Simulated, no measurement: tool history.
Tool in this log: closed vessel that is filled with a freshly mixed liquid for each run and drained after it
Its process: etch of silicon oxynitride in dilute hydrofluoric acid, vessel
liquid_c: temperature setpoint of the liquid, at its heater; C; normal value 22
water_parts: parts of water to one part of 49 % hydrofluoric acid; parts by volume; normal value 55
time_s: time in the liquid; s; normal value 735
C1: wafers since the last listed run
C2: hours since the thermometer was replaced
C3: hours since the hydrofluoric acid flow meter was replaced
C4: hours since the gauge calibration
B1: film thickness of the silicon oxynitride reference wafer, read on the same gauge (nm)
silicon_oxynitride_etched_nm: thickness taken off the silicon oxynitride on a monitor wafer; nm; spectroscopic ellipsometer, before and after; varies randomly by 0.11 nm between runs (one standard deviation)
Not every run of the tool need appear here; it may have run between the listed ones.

{"run": 1, "hour": 0.0, "liquid_c": 22, "water_parts": 55, "time_s": 735, "C1": 0, "C2": 968.7, "C3": 470.5, "C4": 633.4, "B1": 38.71, "silicon_oxynitride_etched_nm": 20.23}
{"run": 2, "hour": 60.3, "liquid_c": 22, "water_parts": 55, "time_s": 735, "C1": 3127, "C2": 1029, "C3": 530.8, "C4": 693.7, "B1": 38.7, "silicon_oxynitride_etched_nm": 19.96}
{"hour": 61.9, "done": "thermometer replaced"}
{"run": 3, "hour": 89.8, "liquid_c": 22, "water_parts": 60, "time_s": 735, "C1": 1478, "C2": 27.9, "C3": 560.3, "C4": 723.2, "B1": 38.65, "silicon_oxynitride_etched_nm": 18.11}
{"run": 4, "hour": 142.8, "liquid_c": 22, "water_parts": 60, "time_s": 735, "C1": 2748, "C2": 80.9, "C3": 613.3, "C4": 776.2, "B1": 38.66, "silicon_oxynitride_etched_nm": 18.47}
{"run": 5, "hour": 174.4, "liquid_c": 25.5, "water_parts": 55, "time_s": 735, "C1": 1638, "C2": 112.5, "C3": 644.9, "C4": 807.8, "B1": 38.63, "silicon_oxynitride_etched_nm": 23.73}
{"hour": 218.1, "done": "gauge calibrated"}
{"run": 6, "hour": 220.6, "liquid_c": 25.5, "water_parts": 55, "time_s": 735, "C1": 2396, "C2": 158.7, "C3": 691.1, "C4": 2.5, "B1": 40.01, "silicon_oxynitride_etched_nm": 24.31}
{"run": 7, "hour": 253.5, "liquid_c": 22, "water_parts": 55, "time_s": 735, "C1": 1706, "C2": 191.6, "C3": 724, "C4": 35.4, "B1": 39.84, "silicon_oxynitride_etched_nm": 20.54}
{"run": 8, "hour": 290.1, "liquid_c": 22, "water_parts": 55, "time_s": 735, "C1": 1898, "C2": 228.2, "C3": 760.6, "C4": 72, "B1": 39.66, "silicon_oxynitride_etched_nm": 20.43}
{"run": 9, "hour": 326.6, "liquid_c": 22, "water_parts": 55, "time_s": 735, "C1": 1893, "C2": 264.7, "C3": 797.1, "C4": 108.5, "B1": 39.56, "silicon_oxynitride_etched_nm": 20.71}
{"run": 10, "hour": 352.3, "liquid_c": 22, "water_parts": 55, "time_s": 735, "C1": 1332, "C2": 290.4, "C3": 822.8, "C4": 134.2, "B1": 39.46, "silicon_oxynitride_etched_nm": 20.33}
{"run": 11, "hour": 377.3, "liquid_c": 22, "water_parts": 55, "time_s": 735, "C1": 1296, "C2": 315.4, "C3": 847.8, "C4": 159.2, "B1": 39.37, "silicon_oxynitride_etched_nm": 20.43}
{"run": 12, "hour": 408.7, "liquid_c": 22, "water_parts": 55, "time_s": 735, "C1": 1628, "C2": 346.8, "C3": 879.2, "C4": 190.6, "B1": 39.29, "silicon_oxynitride_etched_nm": 20.31}
{"run": 13, "hour": 456.4, "liquid_c": 22, "water_parts": 55, "time_s": 735, "C1": 2473, "C2": 394.5, "C3": 926.9, "C4": 238.3, "B1": 39.19, "silicon_oxynitride_etched_nm": 20.28}
{"run": 14, "hour": 520.7, "liquid_c": 22, "water_parts": 55, "time_s": 735, "C1": 3334, "C2": 458.8, "C3": 991.2, "C4": 302.6, "B1": 39.05, "silicon_oxynitride_etched_nm": 20.1}
{"run": 15, "hour": 550.3, "liquid_c": 25, "water_parts": 70, "time_s": 420, "C1": 1535, "C2": 488.4, "C3": 1020.8, "C4": 332.2, "B1": 39.05, "silicon_oxynitride_etched_nm": 10.37}
{"run": 16, "hour": 601.0, "liquid_c": 17.5, "water_parts": 70, "time_s": 735, "C1": 2629, "C2": 539.1, "C3": 1071.5, "C4": 382.9, "B1": 38.94, "silicon_oxynitride_etched_nm": 12.55}
{"hour": 664.5, "done": "hydrofluoric acid flow meter replaced"}
{"run": 17, "hour": 765.7, "liquid_c": 22, "water_parts": 35, "time_s": 870, "C1": 8490, "C2": 703.8, "C3": 101.2, "C4": 547.6, "B1": 38.78, "silicon_oxynitride_etched_nm": 37.69}
{"run": 18, "hour": 833.2, "liquid_c": 20, "water_parts": 35, "time_s": 505, "C1": 3500, "C2": 771.3, "C3": 168.7, "C4": 615.1, "B1": 38.73, "silicon_oxynitride_etched_nm": 19.64}
{"run": 19, "hour": 901.2, "liquid_c": 23.5, "water_parts": 55, "time_s": 505, "C1": 3526, "C2": 839.3, "C3": 236.7, "C4": 683.1, "B1": 38.69, "silicon_oxynitride_etched_nm": 14.95}
{"run": 20, "hour": 927.7, "liquid_c": 20.5, "water_parts": 75, "time_s": 735, "C1": 1374, "C2": 865.8, "C3": 263.2, "C4": 709.6, "B1": 38.7, "silicon_oxynitride_etched_nm": 13.28}
{"run": 21, "hour": 974.6, "liquid_c": 25.5, "water_parts": 55, "time_s": 735, "C1": 2432, "C2": 912.7, "C3": 310.1, "C4": 756.5, "B1": 38.68, "silicon_oxynitride_etched_nm": 23.69}
{"hour": 1009.3, "done": "thermometer replaced"}
{"run": 22, "hour": 1046.1, "liquid_c": 18.5, "water_parts": 40, "time_s": 1095, "C1": 3656, "C2": 36.8, "C3": 381.6, "C4": 828, "B1": 38.64, "silicon_oxynitride_etched_nm": 34.39}
{"run": 23, "hour": 1107.1, "liquid_c": 22, "water_parts": 25, "time_s": 735, "C1": 3163, "C2": 97.8, "C3": 442.6, "C4": 889, "B1": 38.65, "silicon_oxynitride_etched_nm": 44.73}
{"hour": 1136.8, "done": "gauge calibrated"}
{"run": 24, "hour": 1165.6, "liquid_c": 22, "water_parts": 35, "time_s": 870, "C1": 3034, "C2": 156.3, "C3": 501.1, "C4": 28.8, "B1": 39.81, "silicon_oxynitride_etched_nm": 38.82}
{"run": 25, "hour": 1216.4, "liquid_c": 20.5, "water_parts": 55, "time_s": 735, "C1": 2634, "C2": 207.1, "C3": 551.9, "C4": 79.6, "B1": 39.58, "silicon_oxynitride_etched_nm": 19.01}
{"run": 26, "hour": 1393.9, "liquid_c": 22, "water_parts": 55, "time_s": 990, "C1": 9206, "C2": 384.6, "C3": 729.4, "C4": 257.1, "B1": 39.13, "silicon_oxynitride_etched_nm": 27.19}
{"run": 27, "hour": 1456.3, "liquid_c": 24, "water_parts": 55, "time_s": 905, "C1": 3236, "C2": 447, "C3": 791.8, "C4": 319.5, "B1": 38.98, "silicon_oxynitride_etched_nm": 27.34}

What does the tool deliver on the next run?
{"run": 28, "hour": 1486.9, "liquid_c": 22, "water_parts": 55, "time_s": 735, "C1": 1587, "C2": 477.6, "C3": 822.4, "C4": 350.1, "B1": "?", "silicon_oxynitride_etched_nm": "?"}

Run 28 came out at B1 38.93, silicon_oxynitride_etched_nm 20.13 nm.
Without the tool's hidden state the same run would have given silicon_oxynitride_etched_nm 20.68 nm.

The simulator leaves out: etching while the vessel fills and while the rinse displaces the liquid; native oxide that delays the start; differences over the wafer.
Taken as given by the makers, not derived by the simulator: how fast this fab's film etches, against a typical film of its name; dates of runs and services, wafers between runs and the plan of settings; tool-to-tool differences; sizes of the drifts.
